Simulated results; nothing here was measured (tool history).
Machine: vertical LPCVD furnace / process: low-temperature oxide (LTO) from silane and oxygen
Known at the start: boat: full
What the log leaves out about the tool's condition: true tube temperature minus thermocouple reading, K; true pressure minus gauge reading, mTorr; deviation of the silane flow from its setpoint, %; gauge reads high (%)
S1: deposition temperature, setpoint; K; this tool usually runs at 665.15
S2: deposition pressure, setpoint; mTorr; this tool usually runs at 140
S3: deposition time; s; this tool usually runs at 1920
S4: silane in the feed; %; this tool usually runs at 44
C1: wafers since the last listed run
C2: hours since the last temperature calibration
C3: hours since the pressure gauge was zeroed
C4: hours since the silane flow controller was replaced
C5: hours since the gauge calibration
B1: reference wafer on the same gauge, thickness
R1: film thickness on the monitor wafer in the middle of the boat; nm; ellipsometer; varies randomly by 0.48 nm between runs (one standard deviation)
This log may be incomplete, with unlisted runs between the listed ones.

run 1 hour=0.0 | S1=665.15 S2=140 S3=1920 S4=44 | C1=0 C2=2421.3 C3=3271.8 C4=2937.4 C5=405.2 | B1=204.92 | R1=196.80
run 2 hour=39.2 | S1=665.15 S2=140 S3=1920 S4=44 | C1=585 C2=2460.5 C3=3311.0 C4=2976.6 C5=444.4 | B1=205.04 | R1=196.31
run 3 hour=104.6 | S1=665.15 S2=140 S3=1920 S4=44 | C1=977 C2=2525.9 C3=3376.4 C4=3042.0 C5=509.8 | B1=204.93 | R1=195.89
run 4 hour=148.3 | S1=665.15 S2=140 S3=1920 S4=44 | C1=653 C2=2569.6 C3=3420.1 C4=3085.7 C5=553.5 | B1=205.14 | R1=195.91
run 5 hour=174.8 | S1=665.15 S2=140 S3=1920 S4=44 | C1=396 C2=2596.1 C3=3446.6 C4=3112.2 C5=580.0 | B1=204.94 | R1=194.81
-- hour=254.5 thermocouples replaced and temperature profile calibrated
run 6 hour=255.0 | S1=665.15 S2=140 S3=1920 S4=44 | C1=840 C2=0.5 C3=3526.8 C4=3192.4 C5=660.2 | B1=204.87 | R1=194.61
-- hour=303.7 pressure gauge zeroed
run 7 hour=304.2 | S1=665.15 S2=140 S3=1920 S4=44 | C1=376 C2=49.7 C3=0.5 C4=3241.6 C5=709.4 | B1=204.97 | R1=205.14
run 8 hour=331.4 | S1=665.15 S2=140 S3=1920 S4=44 | C1=406 C2=76.9 C3=27.7 C4=3268.8 C5=736.6 | B1=204.98 | R1=204.69
run 9 hour=371.7 | S1=665.15 S2=140 S3=2490 S4=44 | C1=602 C2=117.2 C3=68.0 C4=3309.1 C5=776.9 | B1=205.12 | R1=265.33
run 10 hour=440.5 | S1=668.15 S2=140 S3=1920 S4=44 | C1=1028 C2=186.0 C3=136.8 C4=3377.9 C5=845.7 | B1=204.92 | R1=210.99
-- hour=496.3 silane flow controller replaced
run 11 hour=496.8 | S1=665.15 S2=140 S3=2340 S4=46 | C1=482 C2=242.3 C3=193.1 C4=0.5 C5=902.0 | B1=205.11 | R1=261.10
run 12 hour=539.7 | S1=665.15 S2=140 S3=2340 S4=46 | C1=641 C2=285.2 C3=236.0 C4=43.4 C5=944.9 | B1=204.80 | R1=261.52
run 13 hour=591.4 | S1=665.15 S2=140 S3=1920 S4=44 | C1=772 C2=336.9 C3=287.7 C4=95.1 C5=996.6 | B1=205.01 | R1=205.80
run 14 hour=629.1 | S1=665.15 S2=175 S3=1920 S4=44 | C1=563 C2=374.6 C3=325.4 C4=132.8 C5=1034.3 | B1=204.90 | R1=255.79
run 15 hour=694.9 | S1=675.15 S2=140 S3=1920 S4=44 | C1=983 C2=440.4 C3=391.2 C4=198.6 C5=1100.1 | B1=205.08 | R1=227.93
run 16 hour=734.0 | S1=665.15 S2=140 S3=1920 S4=44 | C1=584 C2=479.5 C3=430.3 C4=237.7 C5=1139.2 | B1=205.09 | R1=204.55
run 17 hour=793.9 | S1=656.15 S2=155 S3=1920 S4=44 | C1=895 C2=539.4 C3=490.2 C4=297.6 C5=1199.1 | B1=205.15 | R1=205.31
-- hour=844.2 gauge calibrated
run 18 hour=851.6 | S1=662.15 S2=125 S3=1920 S4=44 | C1=862 C2=597.1 C3=547.9 C4=355.3 C5=7.4 | B1=205.20 | R1=176.12
run 19 hour=881.1 | S1=665.15 S2=140 S3=1920 S4=44 | C1=440 C2=626.6 C3=577.4 C4=384.8 C5=36.9 | B1=204.98 | R1=203.44
run 20 hour=907.1 | S1=672.15 S2=140 S3=2160 S4=44 | C1=388 C2=652.6 C3=603.4 C4=410.8 C5=62.9 | B1=204.98 | R1=247.87
run 21 hour=943.7 | S1=665.15 S2=150 S3=1920 S4=44 | C1=547 C2=689.2 C3=640.0 C4=447.4 C5=99.5 | B1=204.94 | R1=218.97
run 22 hour=1006.9 | S1=665.15 S2=140 S3=1920 S4=44 | C1=944 C2=752.4 C3=703.2 C4=510.6 C5=162.7 | B1=205.13 | R1=204.68
run 23 hour=1040.9 | S1=662.15 S2=125 S3=1920 S4=44 | C1=508 C2=786.4 C3=737.2 C4=544.6 C5=196.7 | B1=204.85 | R1=175.95
run 24 hour=1075.0 | S1=665.15 S2=170 S3=1920 S4=44 | C1=509 C2=820.5 C3=771.3 C4=578.7 C5=230.8 | B1=204.93 | R1=247.89
run 25 hour=1167.8 | S1=665.15 S2=140 S3=1920 S4=44 | C1=1387 C2=913.3 C3=864.1 C4=671.5 C5=323.6 | B1=205.24 | R1=203.79
run 26 hour=1207.4 | S1=661.15 S2=130 S3=1350 S4=37 | C1=591 C2=952.9 C3=903.7 C4=711.1 C5=363.2 | B1=205.04 | R1=103.31
run 27 hour=1240.8 | S1=674.15 S2=120 S3=2340 S4=50 | C1=499 C2=986.3 C3=937.1 C4=744.5 C5=396.6 | B1=205.05 | R1=264.46
run 28 hour=1286.4 | S1=665.15 S2=140 S3=1920 S4=44 | C1=681 C2=1031.9 C3=982.7 C4=790.1 C5=442.2 | B1=204.97 | R1=204.81
run 29 hour=1327.2 | S1=665.15 S2=105 S3=1590 S4=44 | C1=609 C2=1072.7 C3=1023.5 C4=830.9 C5=483.0 | B1=204.91 | R1=126.45
run 30 hour=1361.5 | S1=658.15 S2=140 S3=2550 S4=44 | C1=512 C2=1107.0 C3=1057.8 C4=865.2 C5=517.3 | B1=204.97 | R1=250.14

Predict each of these 5 candidate next runs independently; none follows another, all start after run 30:
run A hour=1365.3 | S1=665.15 S2=140 S3=1920 S4=44 | C1=56 C2=1110.8 C3=1061.6 C4=869.0 C5=521.1 | B1=? | R1=?
run B hour=1365.3 | S1=676.15 S2=175 S3=1920 S4=50 | C1=56 C2=1110.8 C3=1061.6 C4=869.0 C5=521.1 | B1=? | R1=?
run C hour=1365.3 | S1=665.15 S2=140 S3=1920 S4=50 | C1=56 C2=1110.8 C3=1061.6 C4=869.0 C5=521.1 | B1=? | R1=?
run D hour=1365.3 | S1=654.15 S2=110 S3=1920 S4=39 | C1=56 C2=1110.8 C3=1061.6 C4=869.0 C5=521.1 | B1=? | R1=?
run E hour=1365.3 | S1=665.15 S2=115 S3=1920 S4=40 | C1=56 C2=1110.8 C3=1061.6 C4=869.0 C5=521.1 | B1=? | R1=?

run=A B1=204.91 R1=203.93
run=B B1=204.91 R1=323.77
run=C B1=204.91 R1=231.15
run=D B1=204.91 R1=122.16
run=E B1=204.91 R1=149.94
Without the tool's unlogged condition, the same runs would have read:
run=A R1=204.61
run=B R1=324.63
run=C R1=231.91
run=D R1=122.68
run=E R1=150.54
